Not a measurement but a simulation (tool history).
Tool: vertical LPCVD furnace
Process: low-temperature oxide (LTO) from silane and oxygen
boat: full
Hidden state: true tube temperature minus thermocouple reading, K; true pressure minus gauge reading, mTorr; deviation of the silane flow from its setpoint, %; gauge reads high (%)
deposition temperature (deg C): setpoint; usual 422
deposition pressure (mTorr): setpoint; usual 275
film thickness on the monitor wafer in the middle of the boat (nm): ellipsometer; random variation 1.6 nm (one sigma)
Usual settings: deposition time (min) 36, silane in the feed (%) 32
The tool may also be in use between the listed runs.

run   hour  deposition temperature (deg C)  deposition pressure (mTorr)  deposition time (min)  silane in the feed (%)  wafers since the last listed run  hours since the last temperature calibration  hours since the pressure gauge was zeroed  hours since the silane flow controller was replaced  hours since the gauge calibration  read-back reference wafer on the same gauge, thickness  film thickness on the monitor wafer in the middle of the boat (nm)
  1      0                             422                          275                     36                      32                                 0                                        4743.9                                     1874.3                                               4259.6                              255.7                                                  501.56                                                              405.02
  2   34.9                             422                          275                     36                      32                               387                                        4778.8                                     1909.2                                               4294.5                              290.6                                                  500.92                                                               404.5
  3   61.5                             422                          275                     36                      32                               295                                        4805.4                                     1935.8                                               4321.1                              317.2                                                  500.43                                                              404.46
  4     89                             415                          275                   30.5                      32                               305                                        4832.9                                     1963.3                                               4348.6                              344.7                                                  501.33                                                              316.84
  5  121.8                             415                          275                   30.5                      32                               363                                        4865.7                                     1996.1                                               4381.4                              377.5                                                  501.32                                                              315.47
  6  156.6                             415                          275                   30.5                      32                               386                                        4900.5                                     2030.9                                               4416.2                              412.3                                                     501                                                              316.34
  7  175.8                             422                          275                   28.5                      32                               213                                        4919.7                                     2050.1                                               4435.4                              431.5                                                  500.98                                                               320.6
  8    191                             430                          275                   28.5                      32                               168                                        4934.9                                     2065.3                                               4450.6                              446.7                                                  501.23                                                              348.53
     237.1  -- silane flow controller replaced
  9  237.6                             422                          245                     36                      32                               250                                        4981.5                                     2111.9                                                  0.5                              493.3                                                  500.95                                                              358.27
 10  242.7                             422                          245                     36                      32                                56                                        4986.6                                       2117                                                  5.6                              498.4                                                  501.53                                                               356.9
     267.7  -- thermocouples replaced and temperature profile calibrated
 11  268.2                             422                          245                     36                      32                                16                                           0.5                                     2142.5                                                 31.1                              523.9                                                  501.41                                                              356.64
     272.5  -- gauge calibrated
 12  288.1                             422                          275                   45.5                      32                               220                                          20.4                                     2162.4                                                   51                               15.6                                                  500.53                                                               510.3
 13  310.8                             422                          275                     36                      32                               251                                          43.1                                     2185.1                                                 73.7                               38.3                                                  500.85                                                              401.83
 14  341.6                             422                          275                     36                      32                               341                                          73.9                                     2215.9                                                104.5                               69.1                                                  501.26                                                              404.27
     394.6  -- pressure gauge zeroed
 15  395.1                             422                          275                     36                      35                               327                                         127.4                                        0.5                                                  158                              122.6                                                  501.29                                                              475.58
 16  400.2                             422                          325                     36                      32                                56                                         132.5                                        5.6                                                163.1                              127.7                                                  501.23                                                               495.7
 17  419.3                             415                          275                   30.5                      32                               211                                         151.6                                       24.7                                                182.2                              146.8                                                     501                                                              330.41
 18  451.7                             422                          330                     36                      32                               359                                           184                                       57.1                                                214.6                              179.2                                                  500.81                                                              506.05
 19  476.2                             422                          275                     36                      32                               271                                         208.5                                       81.6                                                239.1                              203.7                                                  500.85                                                              418.45
 20  504.6                             422                          330                     36                      32                               315                                         236.9                                        110                                                267.5                              232.1                                                  500.71                                                              501.07
 21  534.4                             422                          275                     36                      34                               330                                         266.7                                      139.8                                                297.3                              261.9                                                  501.48                                                              451.09
 22  550.2                             422                          240                     24                      37                               175                                         282.5                                      155.6                                                313.1                              277.7                                                  500.73                                                              290.02
 23  583.5                             422                          275                     36                      32                               369                                         315.8                                      188.9                                                346.4                                311                                                  500.57                                                              413.74
 24  605.8                             422                          215                   23.5                      32                               247                                         338.1                                      211.2                                                368.7                              333.3                                                  500.91                                                              210.19
 25  628.6                             422                          275                     36                      32                               252                                         360.9                                        234                                                391.5                              356.1                                                   501.4                                                              410.97
 26  646.8                             422                          275                     36                      32                               201                                         379.1                                      252.2                                                409.7                              374.3                                                  500.65                                                              415.21
 27  678.1                             431                          220                   28.5                      36                               347                                         410.4                                      283.5                                                  441                              405.6                                                  501.39                                                              335.11
 28  706.7                             422                          275                     36                      28                               317                                           439                                      312.1                                                469.6                              434.2                                                  501.18                                                              340.79
 29  726.3                             427                          275                   30.5                      27                               217                                         458.6                                      331.7                                                489.2                              453.8                                                  501.01                                                              290.93

3 ways to go on from here, each from the tool as it stands after run 29. What would each give?
  A  731.5                             422                          275                     36                      32                                57                                         463.8                                      336.9                                                494.4                                459                                                       ?                                                                   ?
  B  731.5                             410                          245                   30.5                      28                                57                                         463.8                                      336.9                                                494.4                                459                                                       ?                                                                   ?
  C  731.5                             428                          255                     32                      30                                57                                         463.8                                      336.9                                                494.4                                459                                                       ?                                                                   ?

run  read-back reference wafer on the same gauge, thickness  film thickness on the monitor wafer in the middle of the boat (nm)
  A                                                  501.12                                                              410.89
  B                                                  501.12                                                              223.56
  C                                                  501.12                                                              329.99
Without the tool's hidden state the same runs would have given:
run  film thickness on the monitor wafer in the middle of the boat (nm)
  A                                                              421.32
  B                                                              229.95
  C                                                              339.04

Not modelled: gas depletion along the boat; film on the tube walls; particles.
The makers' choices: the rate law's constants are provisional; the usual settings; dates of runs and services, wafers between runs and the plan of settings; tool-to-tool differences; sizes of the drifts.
